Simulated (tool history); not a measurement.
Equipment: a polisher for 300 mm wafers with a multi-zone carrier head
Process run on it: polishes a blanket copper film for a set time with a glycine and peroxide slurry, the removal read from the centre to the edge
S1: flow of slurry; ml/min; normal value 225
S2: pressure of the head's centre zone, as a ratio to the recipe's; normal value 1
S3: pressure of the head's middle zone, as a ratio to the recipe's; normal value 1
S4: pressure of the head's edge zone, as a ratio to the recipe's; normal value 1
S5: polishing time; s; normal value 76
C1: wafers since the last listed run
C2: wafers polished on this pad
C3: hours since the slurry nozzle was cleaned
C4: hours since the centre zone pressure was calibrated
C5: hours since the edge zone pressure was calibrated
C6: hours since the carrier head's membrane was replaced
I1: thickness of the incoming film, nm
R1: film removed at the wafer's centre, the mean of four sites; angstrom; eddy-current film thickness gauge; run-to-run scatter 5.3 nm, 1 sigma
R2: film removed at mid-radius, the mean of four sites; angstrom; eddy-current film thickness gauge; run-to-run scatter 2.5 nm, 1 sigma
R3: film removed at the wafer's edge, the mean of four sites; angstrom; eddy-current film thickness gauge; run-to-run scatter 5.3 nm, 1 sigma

run     day   S1    S2    S3    S4   S5    C1    C2     C3     C4      C5      C6      I1    R1    R2    R3
  1       0  225     1     1     1   76     0  2552   16.2  434.7  1059.5  1977.3  2224.1  3533  3764  3699
      1.725  -- edge zone pressure recalibrated
  2   2.096  225     1     1     1   64   482  3034   66.5    485     8.9  2027.6  2245.4  2854  3127  3161
      2.933  -- centre zone pressure recalibrated
      5.296  -- carrier head's membrane replaced by a new one
  3   5.421  225     1     1     1   76   726  3761  146.3   59.7    88.7       3  2245.2  3411  3615  3535
  4   8.662  225     1     1     1   76   776  4537  224.1  137.5   166.5    80.8  2237.8  3418  3507  3531
  5  11.071  185  0.95  1.07     1   76   577  5114  281.9  195.3   224.3   138.6  2247.6  2851  3429  3357
     12.946  -- worn pad replaced by a new one
  6  13.375  275     1     1  1.09   76   512   103  337.2  250.6   279.6   193.9    2211  3419  3587  3799
  7  15.838  225  1.05     1     1   76   590   693  396.3  309.7   338.7     253  2251.2  3282  3412  3532
  8  17.846  225     1     1     1   76   481  1174  444.5  357.9   386.9   301.2  2231.7  3199  3427  3436
     18.804  -- slurry nozzle cleaned
  9  21.429  225     1     1     1   76   848  2022     63  443.9   472.9   387.2  2238.8  3364  3665  3625
 10  23.517  225  1.04     1     1  101   500  2523  113.1    494     523   437.3  2184.1  4596  4837  4774
     24.942  -- centre zone pressure recalibrated
 11  27.933  225     1     1     1   55  1038  3561  219.1   71.8     629   543.3    2252  2419  2536  2575
 12  29.783  225     1  1.07  1.05   76   443  4004  263.5  116.2   673.4   587.7  2253.1  3186  3620  3489
 13  34.129  265     1  1.11     1   76  1041  5045  367.8  220.5   777.7     692    2228  3411  3769  3505
     37.479  -- worn pad replaced by a new one
 14  37.762  265     1  1.11     1   76   830    67    455  307.7   864.9   779.2  2201.2  3251  3739  3624
 15    41.6  225     1     1     1   76   919   987  547.1  399.8     957   871.3  2237.2  3031  3300  3403
     42.604  -- slurry nozzle cleaned
 16  45.738  225  0.92  0.91     1   76   981  1968   75.2  499.1  1056.3   970.6  2212.9  3136  3508  3621
 17  48.283  225     1     1     1   52   609  2578  136.3  560.2  1117.4  1031.7  2183.6  2298  2475  2487
     49.438  -- centre zone pressure recalibrated
     50.354  -- edge zone pressure recalibrated
 18   52.05  225     1     1     1   76   862  3441  226.7   62.7    40.7  1122.1  2183.8  3320  3517  3573
 19  53.604  225     1     1     1   76   372  3813    264    100      78  1159.4  2254.7  3334  3481  3533
     56.179  -- worn pad replaced by a new one
 20  57.017  225  1.08  1.03     1   59   777   200  345.9  181.9   159.9  1241.3  2210.2  2722  2693  2755
 21  59.229  225     1     1     1   76   530   730    399    235     213  1294.4  2189.2  3267  3387  3486
 22  61.279  225     1     1     1   62   491  1222  448.2  284.2   262.2  1343.6  2248.1  2555  2740  2839

4 options for the next run, each taken on its own from the tool as it stands now. Forecast them:
  A  61.296  225    1  0.94     1  76   3  1226  448.6  284.6  262.6  1344  2215.1   ?   ?   ?
  B  61.296  280  0.9     1  0.88  60   3  1226  448.6  284.6  262.6  1344  2215.1   ?   ?   ?
  C  61.296  225    1  1.04     1  76   3  1226  448.6  284.6  262.6  1344  2215.1   ?   ?   ?
  D  61.296  225    1     1  1.04  76   3  1226  448.6  284.6  262.6  1344  2215.1   ?   ?   ?

run    R1    R2    R3
  A  3138  3263  3450
  B  2361  2819  2668
  C  3139  3473  3447
  D  3138  3389  3511
What these runs would have given with no unlogged condition in the tool:
run    R1    R2    R3
  A  3744  3667  3756
  B  2741  3093  2860
  C  3746  3903  3752
  D  3745  3809  3822
